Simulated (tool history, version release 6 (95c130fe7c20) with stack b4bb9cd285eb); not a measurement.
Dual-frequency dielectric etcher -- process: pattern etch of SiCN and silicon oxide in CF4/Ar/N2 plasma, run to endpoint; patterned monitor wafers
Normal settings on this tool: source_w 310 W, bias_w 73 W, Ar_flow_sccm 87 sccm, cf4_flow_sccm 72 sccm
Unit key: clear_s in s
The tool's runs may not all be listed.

| run | day | source_w | bias_w | Ar_flow_sccm | cf4_flow_sccm | incoming incoming film thickness, nm | clear_s |
|---|---|---|---|---|---|---|---|
| 1 | 0.000 | 310 | 73 | 76 | 63 | 12.08 | 17.1 |
|  | 1.954 | wet clean of the chamber |
|  | 3.242 | upper electrode replaced |
| 2 | 10.817 | 310 | 73 | 76 | 63 | 12.04 | 17.1 |
|  | 14.012 | bias power generator calibrated |
| 3 | 14.396 | 310 | 73 | 76 | 63 | 12.03 | 17.3 |
| 4 | 15.921 | 310 | 62 | 87 | 80 | 11.87 | 17.7 |
| 5 | 19.246 | 310 | 73 | 87 | 67 | 11.92 | 17.1 |
| 6 | 21.912 | 310 | 73 | 71 | 72 | 12.13 | 16.6 |
|  | 24.404 | wet clean of the chamber |
| 7 | 25.583 | 310 | 73 | 97 | 63 | 12.03 | 17.6 |
| 8 | 29.525 | 380 | 73 | 87 | 72 | 12.00 | 14.8 |
|  | 35.700 | source power generator calibrated |
| 9 | 40.679 | 230 | 73 | 87 | 72 | 11.97 | 20.1 |
| 10 | 42.262 | 310 | 73 | 87 | 72 | 11.99 | 16.8 |
| 11 | 45.083 | 310 | 56 | 72 | 72 | 11.94 | 17.8 |
|  | 46.504 | wet clean of the chamber |
| 12 | 46.654 | 280 | 73 | 98 | 89 | 11.98 | 17.7 |
| 13 | 50.204 | 360 | 73 | 71 | 72 | 11.98 | 14.5 |
|  | 51.300 | CF4 flow controller replaced |
| 14 | 51.929 | 310 | 73 | 87 | 59 | 12.02 | 17.2 |
| 15 | 54.742 | 310 | 88 | 87 | 72 | 12.02 | 15.5 |
|  | 55.242 | Ar flow controller replaced |
|  | 55.358 | source power generator calibrated, repeated, since the last time left the tool worse |
| 16 | 57.892 | 310 | 73 | 87 | 72 | 12.00 | 17.5 |
| 17 | 61.542 | 270 | 73 | 87 | 72 | 12.06 | 19.2 |
| 18 | 65.250 | 270 | 73 | 65 | 72 | 11.86 | 17.9 |
| 19 | 68.342 | 390 | 73 | 87 | 72 | 11.98 | 14.8 |
|  | 70.279 | wet clean of the chamber |
| 20 | 70.300 | 260 | 73 | 98 | 72 | 11.99 | 20.0 |

Expected results for the next run?
| 21 | 71.600 | 310 | 73 | 87 | 72 | 11.95 | ? |

clear_s: 17.4 s
Had the tool carried no hidden state, the very same run would have given clear_s 17.5 s.
